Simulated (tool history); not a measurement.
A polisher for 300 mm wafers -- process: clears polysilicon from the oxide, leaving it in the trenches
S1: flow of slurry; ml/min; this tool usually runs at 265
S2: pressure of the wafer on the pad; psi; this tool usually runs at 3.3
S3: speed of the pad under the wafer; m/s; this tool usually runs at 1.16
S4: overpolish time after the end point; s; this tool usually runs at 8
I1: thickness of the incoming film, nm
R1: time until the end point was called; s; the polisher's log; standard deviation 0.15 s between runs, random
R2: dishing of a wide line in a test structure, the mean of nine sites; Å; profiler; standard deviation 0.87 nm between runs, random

{"run": 1, "hour": 0.0, "S1": 340, "S2": 3.3, "S3": 1.16, "S4": 8, "I1": 389.9, "R1": 16.9, "R2": 435}
{"run": 2, "hour": 66.6, "S1": 265, "S2": 3.3, "S3": 1.16, "S4": 8, "I1": 390.6, "R1": 16.9, "R2": 430}
{"run": 3, "hour": 105.7, "S1": 265, "S2": 3.3, "S3": 1.16, "S4": 8, "I1": 385.3, "R1": 16.8, "R2": 433}
{"hour": 185.2, "done": "worn pad replaced by a new one"}
{"run": 4, "hour": 186.7, "S1": 265, "S2": 3.3, "S3": 1.16, "S4": 8, "I1": 388.5, "R1": 16.9, "R2": 429}
{"run": 5, "hour": 242.1, "S1": 265, "S2": 3.3, "S3": 1.16, "S4": 8, "I1": 387.8, "R1": 16.7, "R2": 420}
{"run": 6, "hour": 313.9, "S1": 265, "S2": 4, "S3": 1.16, "S4": 8, "I1": 388, "R1": 13.9, "R2": 427}
{"hour": 340.1, "done": "slurry nozzle cleaned"}
{"run": 7, "hour": 388.2, "S1": 265, "S2": 4, "S3": 1.16, "S4": 8, "I1": 395.2, "R1": 14.3, "R2": 438}
{"run": 8, "hour": 480.3, "S1": 265, "S2": 4, "S3": 1.16, "S4": 8, "I1": 394.5, "R1": 14.3, "R2": 432}
{"run": 9, "hour": 579.9, "S1": 265, "S2": 4.1, "S3": 1.16, "S4": 8, "I1": 392.8, "R1": 13.8, "R2": 441}
{"run": 10, "hour": 658.0, "S1": 265, "S2": 4.1, "S3": 1.16, "S4": 8, "I1": 388, "R1": 13.5, "R2": 426}
{"run": 11, "hour": 720.2, "S1": 265, "S2": 4.1, "S3": 1.16, "S4": 8, "I1": 387.5, "R1": 13.6, "R2": 433}
{"run": 12, "hour": 772.3, "S1": 265, "S2": 3.3, "S3": 0.94, "S4": 8, "I1": 390.9, "R1": 20.9, "R2": 404}
{"run": 13, "hour": 850.6, "S1": 265, "S2": 3.3, "S3": 1.48, "S4": 8, "I1": 397.4, "R1": 13.7, "R2": 431}
{"run": 14, "hour": 891.5, "S1": 215, "S2": 2.1, "S3": 1.16, "S4": 8, "I1": 389.1, "R1": 27.2, "R2": 391}
{"hour": 929.7, "done": "worn pad replaced by a new one"}
{"run": 15, "hour": 979.9, "S1": 265, "S2": 3.3, "S3": 0.84, "S4": 8, "I1": 392.7, "R1": 22.8, "R2": 416}
{"run": 16, "hour": 1024.8, "S1": 265, "S2": 3.9, "S3": 1.16, "S4": 6, "I1": 389.1, "R1": 14.3, "R2": 433}
{"hour": 1109.7, "done": "slurry nozzle cleaned"}
{"run": 17, "hour": 1123.8, "S1": 265, "S2": 2.3, "S3": 1.16, "S4": 8, "I1": 390, "R1": 24.4, "R2": 409}
{"run": 18, "hour": 1177.5, "S1": 265, "S2": 3.3, "S3": 1.3, "S4": 3, "I1": 394.6, "R1": 15.3, "R2": 354}
{"run": 19, "hour": 1274.7, "S1": 265, "S2": 3.3, "S3": 1.16, "S4": 8, "I1": 390.4, "R1": 17.3, "R2": 421}
{"hour": 1403.6, "done": "head pressure recalibrated"}
{"run": 20, "hour": 1578.0, "S1": 335, "S2": 3.3, "S3": 1.16, "S4": 8, "I1": 389.7, "R1": 16.6, "R2": 421}
{"run": 21, "hour": 1614.8, "S1": 265, "S2": 3.3, "S3": 1.16, "S4": 8, "I1": 392.9, "R1": 17.4, "R2": 421}
{"run": 22, "hour": 1661.0, "S1": 265, "S2": 3.3, "S3": 1.16, "S4": 6, "I1": 385.4, "R1": 16.8, "R2": 414}
{"hour": 1712.1, "done": "worn pad replaced by a new one"}
{"run": 23, "hour": 1712.6, "S1": 265, "S2": 3.3, "S3": 1.16, "S4": 8, "I1": 389.2, "R1": 17, "R2": 430}
{"hour": 1732.8, "done": "slurry nozzle cleaned"}
{"run": 24, "hour": 1745.8, "S1": 175, "S2": 3.9, "S3": 1.02, "S4": 4, "I1": 393.1, "R1": 17.1, "R2": 369}
{"run": 25, "hour": 1836.0, "S1": 290, "S2": 3.3, "S3": 1.16, "S4": 8, "I1": 393, "R1": 16.9, "R2": 428}
{"run": 26, "hour": 1943.5, "S1": 320, "S2": 3.3, "S3": 1.5, "S4": 8, "I1": 384.2, "R1": 12.8, "R2": 441}
{"run": 27, "hour": 2239.5, "S1": 265, "S2": 3.3, "S3": 1.16, "S4": 8, "I1": 388.7, "R1": 16.9, "R2": 437}
{"run": 28, "hour": 2298.7, "S1": 240, "S2": 2.7, "S3": 1.16, "S4": 4, "I1": 383.8, "R1": 20.7, "R2": 356}
{"run": 29, "hour": 2338.0, "S1": 315, "S2": 3.3, "S3": 1.16, "S4": 9, "I1": 392.1, "R1": 16.9, "R2": 440}
{"hour": 2357.4, "done": "worn pad replaced by a new one"}
{"run": 30, "hour": 2400.5, "S1": 355, "S2": 3.7, "S3": 1.48, "S4": 10, "I1": 392.9, "R1": 11.9, "R2": 447}
{"run": 31, "hour": 2454.8, "S1": 265, "S2": 4.5, "S3": 1.16, "S4": 8, "I1": 387.8, "R1": 12.6, "R2": 453}
{"hour": 2460.7, "done": "slurry nozzle cleaned"}
{"run": 32, "hour": 2542.3, "S1": 310, "S2": 2.1, "S3": 0.92, "S4": 6, "I1": 384, "R1": 32.7, "R2": 338}
{"run": 33, "hour": 2601.8, "S1": 315, "S2": 3.3, "S3": 0.94, "S4": 8, "I1": 390.1, "R1": 20.6, "R2": 417}

Forecast each of these 5 alternatives for the next run:
{"run": "A", "hour": 2602.2, "S1": 265, "S2": 3.3, "S3": 1.16, "S4": 8, "I1": 391.7, "R1": "?", "R2": "?"}
{"run": "B", "hour": 2602.2, "S1": 235, "S2": 3.3, "S3": 1.16, "S4": 8, "I1": 391.7, "R1": "?", "R2": "?"}
{"run": "C", "hour": 2602.2, "S1": 265, "S2": 3.3, "S3": 1.56, "S4": 10, "I1": 391.7, "R1": "?", "R2": "?"}
{"run": "D", "hour": 2602.2, "S1": 315, "S2": 3.3, "S3": 0.82, "S4": 8, "I1": 391.7, "R1": "?", "R2": "?"}
{"run": "E", "hour": 2602.2, "S1": 355, "S2": 3.3, "S3": 1.16, "S4": 8, "I1": 391.7, "R1": "?", "R2": "?"}

run=A R1=17 R2=429
run=B R1=17.2 R2=429
run=C R1=12.8 R2=438
run=D R1=23.1 R2=413
run=E R1=16.6 R2=430
With the hidden condition removed and each run's random variation left untouched, the same runs would have given:
run=A R1=17 R2=429
run=B R1=17.2 R2=429
run=C R1=12.8 R2=438
run=D R1=23.1 R2=413
run=E R1=16.6 R2=430

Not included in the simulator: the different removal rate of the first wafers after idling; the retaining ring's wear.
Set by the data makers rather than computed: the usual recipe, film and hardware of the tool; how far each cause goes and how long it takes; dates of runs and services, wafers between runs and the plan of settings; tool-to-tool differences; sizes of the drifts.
